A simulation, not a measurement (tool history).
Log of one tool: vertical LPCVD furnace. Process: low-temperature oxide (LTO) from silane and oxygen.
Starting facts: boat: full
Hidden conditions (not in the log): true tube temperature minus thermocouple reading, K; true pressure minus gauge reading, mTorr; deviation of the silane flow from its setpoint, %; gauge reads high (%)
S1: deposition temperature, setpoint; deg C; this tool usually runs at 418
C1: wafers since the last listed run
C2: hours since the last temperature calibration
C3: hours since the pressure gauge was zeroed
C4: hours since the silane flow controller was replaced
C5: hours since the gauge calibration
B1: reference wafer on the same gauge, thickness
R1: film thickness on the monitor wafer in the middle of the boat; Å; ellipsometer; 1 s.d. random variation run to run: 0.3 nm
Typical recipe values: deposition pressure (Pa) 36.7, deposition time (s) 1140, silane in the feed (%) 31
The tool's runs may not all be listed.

run 1 hour=0.0 | S1=422 deposition_pressure_(Pa)=36.7 deposition_time_(s)=1140 silane_in_the_feed_(%)=31 | C1=0 C2=4229.7 C3=2603.9 C4=2706.3 C5=128.8 | B1=191.98 | R1=2031.9
run 2 hour=19.3 | S1=418 deposition_pressure_(Pa)=39.3 deposition_time_(s)=1140 silane_in_the_feed_(%)=31 | C1=219 C2=4249.0 C3=2623.2 C4=2725.6 C5=148.1 | B1=192.01 | R1=2091.0
run 3 hour=49.4 | S1=418 deposition_pressure_(Pa)=36.7 deposition_time_(s)=1140 silane_in_the_feed_(%)=29 | C1=341 C2=4279.1 C3=2653.3 C4=2755.7 C5=178.2 | B1=192.00 | R1=1772.8
run 4 hour=57.5 | S1=418 deposition_pressure_(Pa)=36.7 deposition_time_(s)=1140 silane_in_the_feed_(%)=29 | C1=91 C2=4287.2 C3=2661.4 C4=2763.8 C5=186.3 | B1=191.97 | R1=1775.5
-- hour=122.7 silane flow controller replaced
run 5 hour=123.2 | S1=418 deposition_pressure_(Pa)=36.7 deposition_time_(s)=1140 silane_in_the_feed_(%)=29 | C1=473 C2=4352.9 C3=2727.1 C4=0.5 C5=252.0 | B1=192.08 | R1=1778.7
run 6 hour=128.1 | S1=418 deposition_pressure_(Pa)=36.7 deposition_time_(s)=1140 silane_in_the_feed_(%)=31 | C1=55 C2=4357.8 C3=2732.0 C4=5.4 C5=256.9 | B1=192.00 | R1=1951.1
run 7 hour=133.1 | S1=418 deposition_pressure_(Pa)=36.7 deposition_time_(s)=1140 silane_in_the_feed_(%)=31 | C1=56 C2=4362.8 C3=2737.0 C4=10.4 C5=261.9 | B1=192.02 | R1=1951.9
run 8 hour=138.0 | S1=418 deposition_pressure_(Pa)=36.7 deposition_time_(s)=1140 silane_in_the_feed_(%)=31 | C1=55 C2=4367.7 C3=2741.9 C4=15.3 C5=266.8 | B1=192.01 | R1=1953.5
-- hour=141.6 gauge calibrated
run 9 hour=147.3 | S1=418 deposition_pressure_(Pa)=36.7 deposition_time_(s)=1140 silane_in_the_feed_(%)=31 | C1=105 C2=4377.0 C3=2751.2 C4=24.6 C5=5.7 | B1=192.01 | R1=1951.6
run 10 hour=162.2 | S1=418 deposition_pressure_(Pa)=36.7 deposition_time_(s)=1140 silane_in_the_feed_(%)=31 | C1=169 C2=4391.9 C3=2766.1 C4=39.5 C5=20.6 | B1=192.06 | R1=1955.9
run 11 hour=170.4 | S1=418 deposition_pressure_(Pa)=36.7 deposition_time_(s)=1140 silane_in_the_feed_(%)=31 | C1=93 C2=4400.1 C3=2774.3 C4=47.7 C5=28.8 | B1=191.99 | R1=1953.6
run 12 hour=179.4 | S1=418 deposition_pressure_(Pa)=36.7 deposition_time_(s)=1140 silane_in_the_feed_(%)=31 | C1=102 C2=4409.1 C3=2783.3 C4=56.7 C5=37.8 | B1=191.93 | R1=1949.0
run 13 hour=190.4 | S1=418 deposition_pressure_(Pa)=36.7 deposition_time_(s)=1140 silane_in_the_feed_(%)=31 | C1=124 C2=4420.1 C3=2794.3 C4=67.7 C5=48.8 | B1=192.03 | R1=1953.2
-- hour=218.6 thermocouples replaced and temperature profile calibrated
run 14 hour=219.1 | S1=415 deposition_pressure_(Pa)=36.7 deposition_time_(s)=1140 silane_in_the_feed_(%)=28 | C1=53 C2=0.5 C3=2823.0 C4=96.4 C5=77.5 | B1=191.97 | R1=1637.6
run 15 hour=224.1 | S1=418 deposition_pressure_(Pa)=36.7 deposition_time_(s)=1140 silane_in_the_feed_(%)=29 | C1=56 C2=5.5 C3=2828.0 C4=101.4 C5=82.5 | B1=191.96 | R1=1776.0
run 16 hour=233.0 | S1=424 deposition_pressure_(Pa)=36.7 deposition_time_(s)=1140 silane_in_the_feed_(%)=31 | C1=101 C2=14.4 C3=2836.9 C4=110.3 C5=91.4 | B1=191.94 | R1=2096.3
run 17 hour=240.0 | S1=418 deposition_pressure_(Pa)=36.7 deposition_time_(s)=1140 silane_in_the_feed_(%)=31 | C1=79 C2=21.4 C3=2843.9 C4=117.3 C5=98.4 | B1=192.06 | R1=1965.3
run 18 hour=248.0 | S1=418 deposition_pressure_(Pa)=36.7 deposition_time_(s)=1140 silane_in_the_feed_(%)=31 | C1=90 C2=29.4 C3=2851.9 C4=125.3 C5=106.4 | B1=192.03 | R1=1960.9
run 19 hour=265.0 | S1=418 deposition_pressure_(Pa)=42.7 deposition_time_(s)=1140 silane_in_the_feed_(%)=31 | C1=193 C2=46.4 C3=2868.9 C4=142.3 C5=123.4 | B1=192.03 | R1=2274.0
-- hour=295.8 pressure gauge zeroed
run 20 hour=296.3 | S1=426 deposition_pressure_(Pa)=36.7 deposition_time_(s)=930 silane_in_the_feed_(%)=31 | C1=82 C2=77.7 C3=0.5 C4=173.6 C5=154.7 | B1=192.08 | R1=1684.5
run 21 hour=304.1 | S1=424 deposition_pressure_(Pa)=29.3 deposition_time_(s)=1590 silane_in_the_feed_(%)=26 | C1=88 C2=85.5 C3=8.3 C4=181.4 C5=162.5 | B1=192.01 | R1=1750.8
run 22 hour=321.2 | S1=418 deposition_pressure_(Pa)=36.7 deposition_time_(s)=1140 silane_in_the_feed_(%)=35 | C1=194 C2=102.6 C3=25.4 C4=198.5 C5=179.6 | B1=191.96 | R1=2224.6
run 23 hour=341.5 | S1=429 deposition_pressure_(Pa)=36.7 deposition_time_(s)=1140 silane_in_the_feed_(%)=35 | C1=230 C2=122.9 C3=45.7 C4=218.8 C5=199.9 | B1=191.96 | R1=2489.2
run 24 hour=357.1 | S1=418 deposition_pressure_(Pa)=30.7 deposition_time_(s)=1140 silane_in_the_feed_(%)=31 | C1=177 C2=138.5 C3=61.3 C4=234.4 C5=215.5 | B1=192.00 | R1=1583.8
run 25 hour=374.2 | S1=429 deposition_pressure_(Pa)=46.0 deposition_time_(s)=1140 silane_in_the_feed_(%)=31 | C1=194 C2=155.6 C3=78.4 C4=251.5 C5=232.6 | B1=192.05 | R1=2678.1
run 26 hour=384.5 | S1=418 deposition_pressure_(Pa)=36.7 deposition_time_(s)=1140 silane_in_the_feed_(%)=31 | C1=116 C2=165.9 C3=88.7 C4=261.8 C5=242.9 | B1=191.99 | R1=1894.3

For some of the steps in R1 from one run to the next: how much would appear even if the tool had no hidden state, given the settings, what came in and random variation, and how much remains for the hidden state plus any gauge scatter that the measured result and the result without hidden state don't share?
Run 15 -> 16: S1 418 -> 424, silane in the feed (%) 29 -> 31. R1 +320.3 Å: hidden state +13.1, all else +307.2.
Run 19 -> 20: S1 418 -> 426, deposition pressure (Pa) 42.7 -> 36.7, deposition time (s) 1140 -> 930, pressure gauge zeroed. R1 -589.5 Å: hidden state -70.0, all else -519.5.
Run 23 -> 24: S1 429 -> 418, deposition pressure (Pa) 36.7 -> 30.7, silane in the feed (%) 35 -> 31. R1 -905.4 Å: hidden state -3.3, all else -902.1.
Run 24 -> 25: S1 418 -> 429, deposition pressure (Pa) 30.7 -> 46.0. R1 +1094.3 Å: hidden state +1.3, all else +1093.0.
